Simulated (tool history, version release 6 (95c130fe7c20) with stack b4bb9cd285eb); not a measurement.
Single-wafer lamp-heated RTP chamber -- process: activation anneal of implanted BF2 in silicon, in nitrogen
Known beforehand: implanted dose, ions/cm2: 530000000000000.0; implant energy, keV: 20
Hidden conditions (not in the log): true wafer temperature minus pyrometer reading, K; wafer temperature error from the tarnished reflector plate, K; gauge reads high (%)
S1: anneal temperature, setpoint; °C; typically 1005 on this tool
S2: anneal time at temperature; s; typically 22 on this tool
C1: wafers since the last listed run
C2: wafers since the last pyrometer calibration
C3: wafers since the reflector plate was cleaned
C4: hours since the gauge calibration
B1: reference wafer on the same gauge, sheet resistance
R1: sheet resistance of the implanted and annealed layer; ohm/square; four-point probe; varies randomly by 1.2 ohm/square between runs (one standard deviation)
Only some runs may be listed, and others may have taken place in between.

{"run": 1, "hour": 0.0, "S1": 1005, "S2": 15, "C1": 0, "C2": 2573, "C3": 10342, "C4": 532.6, "B1": 233.06, "R1": 282.23}
{"run": 2, "hour": 54.7, "S1": 1005, "S2": 15, "C1": 776, "C2": 3350, "C3": 11118, "C4": 587.3, "B1": 232.99, "R1": 278.82}
{"run": 3, "hour": 77.0, "S1": 1005, "S2": 31, "C1": 316, "C2": 3666, "C3": 11435, "C4": 609.6, "B1": 233.01, "R1": 270.01}
{"run": 4, "hour": 99.1, "S1": 1005, "S2": 31, "C1": 313, "C2": 3980, "C3": 11748, "C4": 631.7, "B1": 233.01, "R1": 270.91}
{"run": 5, "hour": 118.6, "S1": 1005, "S2": 31, "C1": 276, "C2": 4257, "C3": 12025, "C4": 651.2, "B1": 233.21, "R1": 269.57}
{"hour": 152.9, "done": "pyrometer window cleaned and pyrometer calibrated"}
{"run": 6, "hour": 153.9, "S1": 984, "S2": 22, "C1": 387, "C2": 13, "C3": 12413, "C4": 686.5, "B1": 233.13, "R1": 294.72}
{"run": 7, "hour": 182.6, "S1": 984, "S2": 22, "C1": 407, "C2": 421, "C3": 12820, "C4": 715.2, "B1": 233.13, "R1": 295.28}
{"run": 8, "hour": 218.3, "S1": 984, "S2": 22, "C1": 506, "C2": 928, "C3": 13327, "C4": 750.9, "B1": 233.04, "R1": 295.65}
{"run": 9, "hour": 247.0, "S1": 1005, "S2": 22, "C1": 407, "C2": 1335, "C3": 13735, "C4": 779.6, "B1": 233.01, "R1": 278.59}
{"hour": 269.0, "done": "gauge calibrated"}
{"run": 10, "hour": 275.1, "S1": 1005, "S2": 22, "C1": 398, "C2": 1734, "C3": 14133, "C4": 6.1, "B1": 233.04, "R1": 274.81}
{"run": 11, "hour": 304.9, "S1": 1005, "S2": 22, "C1": 423, "C2": 2157, "C3": 14556, "C4": 35.9, "B1": 232.85, "R1": 279.17}
{"run": 12, "hour": 319.4, "S1": 1005, "S2": 22, "C1": 205, "C2": 2363, "C3": 14762, "C4": 50.4, "B1": 232.91, "R1": 275.55}
{"hour": 332.2, "done": "reflector plate cleaned"}
{"run": 13, "hour": 333.0, "S1": 1013, "S2": 22, "C1": 79, "C2": 2442, "C3": 10, "C4": 64.0, "B1": 233.01, "R1": 274.18}
{"run": 14, "hour": 367.8, "S1": 1013, "S2": 22, "C1": 494, "C2": 2936, "C3": 504, "C4": 98.8, "B1": 233.06, "R1": 274.28}
{"run": 15, "hour": 394.2, "S1": 984, "S2": 32, "C1": 374, "C2": 3311, "C3": 879, "C4": 125.2, "B1": 232.86, "R1": 284.12}
{"run": 16, "hour": 428.6, "S1": 1018, "S2": 9, "C1": 488, "C2": 3800, "C3": 1368, "C4": 159.6, "B1": 233.11, "R1": 278.36}
{"run": 17, "hour": 461.3, "S1": 1005, "S2": 22, "C1": 464, "C2": 4264, "C3": 1832, "C4": 192.3, "B1": 233.05, "R1": 275.76}
{"run": 18, "hour": 476.5, "S1": 1015, "S2": 22, "C1": 215, "C2": 4480, "C3": 2048, "C4": 207.5, "B1": 232.85, "R1": 267.94}
{"run": 19, "hour": 507.8, "S1": 1005, "S2": 22, "C1": 444, "C2": 4924, "C3": 2492, "C4": 238.8, "B1": 233.15, "R1": 273.51}
{"hour": 518.9, "done": "pyrometer window cleaned and pyrometer calibrated"}
{"run": 20, "hour": 530.6, "S1": 977, "S2": 13, "C1": 210, "C2": 165, "C3": 2702, "C4": 261.6, "B1": 233.2, "R1": 309.06}
{"run": 21, "hour": 595.5, "S1": 1023, "S2": 28, "C1": 921, "C2": 1087, "C3": 3623, "C4": 326.5, "B1": 233.17, "R1": 267.02}
{"run": 22, "hour": 622.3, "S1": 988, "S2": 17, "C1": 380, "C2": 1467, "C3": 4004, "C4": 353.3, "B1": 233.03, "R1": 290.18}
{"run": 23, "hour": 643.1, "S1": 1026, "S2": 22, "C1": 295, "C2": 1762, "C3": 4299, "C4": 374.1, "B1": 233.05, "R1": 267.69}
{"run": 24, "hour": 668.6, "S1": 982, "S2": 11, "C1": 362, "C2": 2124, "C3": 4661, "C4": 399.6, "B1": 233.02, "R1": 302.71}
{"run": 25, "hour": 684.1, "S1": 1005, "S2": 22, "C1": 220, "C2": 2344, "C3": 4881, "C4": 415.1, "B1": 233.01, "R1": 276.79}
{"run": 26, "hour": 710.8, "S1": 1020, "S2": 22, "C1": 379, "C2": 2724, "C3": 5260, "C4": 441.8, "B1": 232.96, "R1": 267.83}
{"run": 27, "hour": 727.3, "S1": 1005, "S2": 22, "C1": 234, "C2": 2958, "C3": 5494, "C4": 458.3, "B1": 232.97, "R1": 273.93}
{"run": 28, "hour": 745.1, "S1": 1034, "S2": 22, "C1": 252, "C2": 3210, "C3": 5747, "C4": 476.1, "B1": 233.06, "R1": 261.44}
{"run": 29, "hour": 778.1, "S1": 979, "S2": 10, "C1": 468, "C2": 3679, "C3": 6216, "C4": 509.1, "B1": 232.96, "R1": 300.39}

Branching from run 29: 5 alternative next runs. What would each branch give?
{"run": "A", "hour": 778.5, "S1": 1005, "S2": 22, "C1": 5, "C2": 3685, "C3": 6221, "C4": 509.5, "B1": "?", "R1": "?"}
{"run": "B", "hour": 778.5, "S1": 1005, "S2": 34, "C1": 5, "C2": 3685, "C3": 6221, "C4": 509.5, "B1": "?", "R1": "?"}
{"run": "C", "hour": 778.5, "S1": 1024, "S2": 27, "C1": 5, "C2": 3685, "C3": 6221, "C4": 509.5, "B1": "?", "R1": "?"}
{"run": "D", "hour": 778.5, "S1": 1005, "S2": 25, "C1": 5, "C2": 3685, "C3": 6221, "C4": 509.5, "B1": "?", "R1": "?"}
{"run": "E", "hour": 778.5, "S1": 985, "S2": 28, "C1": 5, "C2": 3685, "C3": 6221, "C4": 509.5, "B1": "?", "R1": "?"}

run=A B1=232.99 R1=272.43
run=B B1=232.99 R1=266.82
run=C B1=232.99 R1=261.30
run=D B1=232.99 R1=270.83
run=E B1=232.99 R1=280.81
Without the tool's hidden state the same runs would have given:
run=A R1=277.38
run=B R1=271.95
run=C R1=265.50
run=D R1=275.81
run=E R1=288.36
